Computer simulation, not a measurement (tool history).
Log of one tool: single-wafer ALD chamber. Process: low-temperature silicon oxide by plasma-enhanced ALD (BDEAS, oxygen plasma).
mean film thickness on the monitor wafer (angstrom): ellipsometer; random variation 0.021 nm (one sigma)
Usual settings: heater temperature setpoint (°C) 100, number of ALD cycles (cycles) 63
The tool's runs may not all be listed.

run     day  heater temperature setpoint (°C)  number of ALD cycles (cycles)  read-back reference wafer on the same gauge, thickness_nm  mean film thickness on the monitor wafer (angstrom)
  1   0.000                               100                             56                                                      7.668                                                72.26
  2   1.258                               100                             57                                                      7.655                                                73.62
  3   2.617                               100                             63                                                      7.659                                                81.05
  4   5.475                                91                             63                                                      7.639                                                83.46
  5   7.942                                91                             63                                                      7.631                                                83.42
  6  15.221                                91                             63                                                      7.588                                                82.98
  7  17.262                               103                             72                                                      7.579                                                91.31
     19.821  -- gauge calibrated
  8  19.833                               100                             63                                                      7.706                                                81.59
  9  22.692                               100                             63                                                      7.710                                                81.51
 10  23.775                               100                             63                                                      7.702                                                81.81
 11  26.079                               111                             66                                                      7.711                                                84.15
 12  27.721                               105                             54                                                      7.692                                                69.28
     28.525  -- thermocouple changed; heater temperature recalibrated
 13  30.508                                91                             63                                                      7.704                                                83.73
 14  32.012                               100                             63                                                      7.693                                                81.07
 15  34.950                                91                             63                                                      7.695                                                83.59
 16  36.388                                86                             74                                                      7.681                                               100.41
 17  37.750                               100                             75                                                      7.681                                                96.91
 18  40.358                                88                             63                                                      7.677                                                84.79
 19  44.888                               100                             63                                                      7.657                                                81.25

Run 20 comes next. What will it give?
 20  46.696                               100                             54                                                          ?                                                    ?

Run 20 gave read-back reference wafer on the same gauge, thickness_nm 7.644, mean film thickness on the monitor wafer (angstrom) 69.82.
Without the tool's hidden state the same run would have given mean film thickness on the monitor wafer (angstrom) 70.37.
